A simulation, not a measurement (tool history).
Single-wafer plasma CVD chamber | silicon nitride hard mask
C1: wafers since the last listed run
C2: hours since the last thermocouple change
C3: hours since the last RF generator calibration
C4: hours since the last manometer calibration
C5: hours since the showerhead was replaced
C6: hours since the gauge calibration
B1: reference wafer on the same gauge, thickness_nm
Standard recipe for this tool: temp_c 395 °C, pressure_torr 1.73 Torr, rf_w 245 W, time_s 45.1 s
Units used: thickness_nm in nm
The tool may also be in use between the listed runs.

run 1 hour=0.0 | temp_c=387 pressure_torr=1.73 rf_w=245 time_s=45.1 | C1=0 C2=1941.2 C3=808.6 C4=1524.8 C5=3504.3 C6=235.4 | B1=37.109 | thickness_nm=45.249
run 2 hour=34.1 | temp_c=395 pressure_torr=1.73 rf_w=245 time_s=45.1 | C1=966 C2=1975.3 C3=842.7 C4=1558.9 C5=3538.4 C6=269.5 | B1=37.145 | thickness_nm=44.734
run 3 hour=63.8 | temp_c=395 pressure_torr=1.73 rf_w=245 time_s=45.1 | C1=841 C2=2005.0 C3=872.4 C4=1588.6 C5=3568.1 C6=299.2 | B1=37.209 | thickness_nm=45.051
run 4 hour=78.4 | temp_c=395 pressure_torr=1.73 rf_w=230 time_s=40.4 | C1=413 C2=2019.6 C3=887.0 C4=1603.2 C5=3582.7 C6=313.8 | B1=37.235 | thickness_nm=38.388
run 5 hour=104.8 | temp_c=395 pressure_torr=1.73 rf_w=245 time_s=52.0 | C1=748 C2=2046.0 C3=913.4 C4=1629.6 C5=3609.1 C6=340.2 | B1=37.344 | thickness_nm=51.838
-- hour=118.2 gauge calibrated
run 6 hour=132.6 | temp_c=401 pressure_torr=1.98 rf_w=245 time_s=45.1 | C1=787 C2=2073.8 C3=941.2 C4=1657.4 C5=3636.9 C6=14.4 | B1=36.986 | thickness_nm=46.603
run 7 hour=162.3 | temp_c=401 pressure_torr=1.98 rf_w=245 time_s=45.1 | C1=841 C2=2103.5 C3=970.9 C4=1687.1 C5=3666.6 C6=44.1 | B1=37.011 | thickness_nm=46.203
run 8 hour=191.4 | temp_c=395 pressure_torr=1.73 rf_w=245 time_s=45.1 | C1=824 C2=2132.6 C3=1000.0 C4=1716.2 C5=3695.7 C6=73.2 | B1=37.039 | thickness_nm=44.762
run 9 hour=209.8 | temp_c=395 pressure_torr=1.73 rf_w=245 time_s=45.1 | C1=521 C2=2151.0 C3=1018.4 C4=1734.6 C5=3714.1 C6=91.6 | B1=37.043 | thickness_nm=44.590
run 10 hour=224.1 | temp_c=395 pressure_torr=1.73 rf_w=245 time_s=45.1 | C1=405 C2=2165.3 C3=1032.7 C4=1748.9 C5=3728.4 C6=105.9 | B1=37.051 | thickness_nm=44.834
run 11 hour=239.7 | temp_c=386 pressure_torr=1.73 rf_w=245 time_s=38.8 | C1=442 C2=2180.9 C3=1048.3 C4=1764.5 C5=3744.0 C6=121.5 | B1=37.068 | thickness_nm=38.701
run 12 hour=262.4 | temp_c=404 pressure_torr=1.73 rf_w=245 time_s=45.1 | C1=643 C2=2203.6 C3=1071.0 C4=1787.2 C5=3766.7 C6=144.2 | B1=37.079 | thickness_nm=44.643
run 13 hour=288.9 | temp_c=404 pressure_torr=1.73 rf_w=245 time_s=45.1 | C1=750 C2=2230.1 C3=1097.5 C4=1813.7 C5=3793.2 C6=170.7 | B1=37.076 | thickness_nm=44.712
-- hour=303.3 thermocouple changed; heater temperature recalibrated
run 14 hour=310.1 | temp_c=404 pressure_torr=1.73 rf_w=245 time_s=45.1 | C1=374 C2=6.8 C3=1118.7 C4=1834.9 C5=3814.4 C6=191.9 | B1=37.128 | thickness_nm=44.835
run 15 hour=324.6 | temp_c=395 pressure_torr=1.73 rf_w=245 time_s=38.5 | C1=410 C2=21.3 C3=1133.2 C4=1849.4 C5=3828.9 C6=206.4 | B1=37.186 | thickness_nm=38.366
-- hour=341.0 capacitance manometer re-zeroed and calibrated
run 16 hour=354.8 | temp_c=395 pressure_torr=1.73 rf_w=230 time_s=37.4 | C1=629 C2=51.5 C3=1163.4 C4=13.8 C5=3859.1 C6=236.6 | B1=37.188 | thickness_nm=35.402
run 17 hour=380.4 | temp_c=395 pressure_torr=1.73 rf_w=245 time_s=45.1 | C1=725 C2=77.1 C3=1189.0 C4=39.4 C5=3884.7 C6=262.2 | B1=37.234 | thickness_nm=45.085
run 18 hour=400.0 | temp_c=403 pressure_torr=1.73 rf_w=295 time_s=42.0 | C1=555 C2=96.7 C3=1208.6 C4=59.0 C5=3904.3 C6=281.8 | B1=37.281 | thickness_nm=47.700
-- hour=439.9 RF generator calibrated
run 19 hour=494.4 | temp_c=395 pressure_torr=1.73 rf_w=285 time_s=45.1 | C1=2448 C2=191.1 C3=54.5 C4=153.4 C5=3998.7 C6=376.2 | B1=37.503 | thickness_nm=50.855
run 20 hour=518.6 | temp_c=395 pressure_torr=1.73 rf_w=245 time_s=45.1 | C1=685 C2=215.3 C3=78.7 C4=177.6 C5=4022.9 C6=400.4 | B1=37.567 | thickness_nm=45.297
run 21 hour=547.9 | temp_c=387 pressure_torr=2.14 rf_w=225 time_s=45.1 | C1=830 C2=244.6 C3=108.0 C4=206.9 C5=4052.2 C6=429.7 | B1=37.694 | thickness_nm=45.532
-- hour=573.9 gauge calibrated
run 22 hour=580.5 | temp_c=395 pressure_torr=1.73 rf_w=245 time_s=50.7 | C1=923 C2=277.2 C3=140.6 C4=239.5 C5=4084.8 C6=6.6 | B1=36.787 | thickness_nm=50.180
run 23 hour=597.1 | temp_c=405 pressure_torr=1.38 rf_w=260 time_s=36.5 | C1=470 C2=293.8 C3=157.2 C4=256.1 C5=4101.4 C6=23.2 | B1=36.810 | thickness_nm=34.372
-- hour=634.3 showerhead replaced
run 24 hour=695.3 | temp_c=395 pressure_torr=1.73 rf_w=245 time_s=45.1 | C1=2555 C2=392.0 C3=255.4 C4=354.3 C5=61.0 C6=121.4 | B1=36.869 | thickness_nm=44.514
run 25 hour=721.1 | temp_c=381 pressure_torr=1.73 rf_w=195 time_s=45.1 | C1=731 C2=417.8 C3=281.2 C4=380.1 C5=86.8 C6=147.2 | B1=36.897 | thickness_nm=37.343
run 26 hour=755.0 | temp_c=395 pressure_torr=1.73 rf_w=245 time_s=45.1 | C1=960 C2=451.7 C3=315.1 C4=414.0 C5=120.7 C6=181.1 | B1=36.933 | thickness_nm=44.720
run 27 hour=772.8 | temp_c=400 pressure_torr=1.46 rf_w=280 time_s=38.7 | C1=504 C2=469.5 C3=332.9 C4=431.8 C5=138.5 C6=198.9 | B1=36.965 | thickness_nm=39.684
run 28 hour=807.1 | temp_c=395 pressure_torr=1.73 rf_w=245 time_s=45.1 | C1=971 C2=503.8 C3=367.2 C4=466.1 C5=172.8 C6=233.2 | B1=37.012 | thickness_nm=44.806

Subtracting, for every run, the result it would have given without the tool's unlogged condition from the measured result gives the following. The same run-to-run variation enters both numbers; the gauge's scatter may not:
The tool's hidden condition here consists of: wafer temperature above the value expected at the setpoint (K); delivered RF power above the setpoint (%); true pressure above the setpoint (%); gauge reads high (%).
run=1 thickness_nm=+0.227
run=2 thickness_nm=+0.299
run=3 thickness_nm=+0.376
run=4 thickness_nm=+0.354
run=5 thickness_nm=+0.563
run=6 thickness_nm=+0.128
run=7 thickness_nm=+0.135
run=8 thickness_nm=+0.146
run=9 thickness_nm=+0.158
run=10 thickness_nm=+0.171
run=11 thickness_nm=+0.161
run=12 thickness_nm=+0.212
run=13 thickness_nm=+0.249
run=14 thickness_nm=+0.284
run=15 thickness_nm=+0.264
run=16 thickness_nm=+0.289
run=17 thickness_nm=+0.424
run=18 thickness_nm=+0.498
run=19 thickness_nm=+0.834
run=20 thickness_nm=+0.824
run=21 thickness_nm=+0.934
run=22 thickness_nm=-0.140
run=23 thickness_nm=-0.094
run=24 thickness_nm=-0.059
run=25 thickness_nm=-0.024
run=26 thickness_nm=+0.020
run=27 thickness_nm=+0.045
run=28 thickness_nm=+0.116
